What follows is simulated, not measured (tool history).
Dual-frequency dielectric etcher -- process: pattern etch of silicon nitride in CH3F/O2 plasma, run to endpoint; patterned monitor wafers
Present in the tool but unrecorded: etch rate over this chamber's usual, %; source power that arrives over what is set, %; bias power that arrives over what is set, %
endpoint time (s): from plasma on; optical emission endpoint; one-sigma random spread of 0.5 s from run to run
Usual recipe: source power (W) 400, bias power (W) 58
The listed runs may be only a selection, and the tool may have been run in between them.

| run | day | source power (W) | bias power (W) | wafers since the last listed run | hours since the last wet clean | hours since the last source power generator calibration | hours since the last bias power generator calibration | hours since the last upper electrode change | incoming incoming film thickness, nm | endpoint time (s) |
|---|---|---|---|---|---|---|---|---|---|---|
| 1 | 0 | 360 | 58 | 0 | 86.8 | 4224.7 | 3969 | 3142.2 | 99.5 | 126.9 |
| 2 | 2.096 | 400 | 51 | 283 | 137.1 | 4275 | 4019.3 | 3192.5 | 97.8 | 121.4 |
| 3 | 2.621 | 400 | 51 | 71 | 149.7 | 4287.6 | 4031.9 | 3205.1 | 98 | 121 |
| 4 | 3.65 | 400 | 51 | 139 | 174.4 | 4312.3 | 4056.6 | 3229.8 | 98.9 | 121.9 |
| 5 | 4.779 | 400 | 49 | 152 | 201.5 | 4339.4 | 4083.7 | 3256.9 | 98.3 | 121.8 |
| 6 | 6.271 | 400 | 58 | 202 | 237.3 | 4375.2 | 4119.5 | 3292.7 | 98.1 | 117 |
| 7 | 7.062 | 400 | 58 | 107 | 256.3 | 4394.2 | 4138.5 | 3311.7 | 98.5 | 117.7 |
|  | 9.842 | wet clean of the chamber |
| 8 | 9.862 | 400 | 58 | 243 | 0.5 | 4461.4 | 4205.7 | 3378.9 | 98 | 120.1 |
|  | 10.546 | bias power generator calibrated |
| 9 | 10.567 | 400 | 58 | 72 | 17.4 | 4478.3 | 0.5 | 3395.8 | 98.8 | 121.7 |
|  | 11.962 | upper electrode replaced |
| 10 | 11.983 | 400 | 58 | 56 | 51.4 | 4512.3 | 34.5 | 0.5 | 99.3 | 121.2 |
| 11 | 12.692 | 330 | 51 | 95 | 68.4 | 4529.3 | 51.5 | 17.5 | 98.1 | 135.8 |
| 12 | 13.783 | 340 | 64 | 147 | 94.6 | 4555.5 | 77.7 | 43.7 | 99 | 127.9 |
| 13 | 14.288 | 310 | 58 | 68 | 106.7 | 4567.6 | 89.8 | 55.8 | 99 | 137.5 |
|  | 15.188 | source power generator calibrated |
| 14 | 15.208 | 460 | 54 | 102 | 128.8 | 0.5 | 111.9 | 77.9 | 99.3 | 114.2 |
| 15 | 16.492 | 460 | 47 | 173 | 159.6 | 31.3 | 142.7 | 108.7 | 97.8 | 114.7 |
| 16 | 17.275 | 400 | 58 | 106 | 178.4 | 50.1 | 161.5 | 127.5 | 99.3 | 119.5 |
| 17 | 18.55 | 430 | 58 | 172 | 209 | 80.7 | 192.1 | 158.1 | 99.4 | 115.3 |
| 18 | 19.792 | 500 | 47 | 168 | 238.8 | 110.5 | 221.9 | 187.9 | 98.5 | 111.3 |

Consider 4 possible next runs. They are alternatives, not a sequence: every one starts from the tool as it was left by run 18. What does each give?
| A | 19.812 | 400 | 58 | 2 | 239.3 | 111 | 222.4 | 188.4 | 98.3 | ? |
| B | 19.812 | 360 | 54 | 2 | 239.3 | 111 | 222.4 | 188.4 | 98.3 | ? |
| C | 19.812 | 340 | 52 | 2 | 239.3 | 111 | 222.4 | 188.4 | 98.3 | ? |
| D | 19.812 | 330 | 62 | 2 | 239.3 | 111 | 222.4 | 188.4 | 98.3 | ? |

| run | endpoint time (s) |
|---|---|
| A | 117.2 |
| B | 125.6 |
| C | 130.4 |
| D | 127.5 |
Had the tool no hidden state, the same runs would have come out as:
| run | endpoint time (s) |
|---|---|
| A | 119.8 |
| B | 128.4 |
| C | 133.3 |
| D | 130.4 |
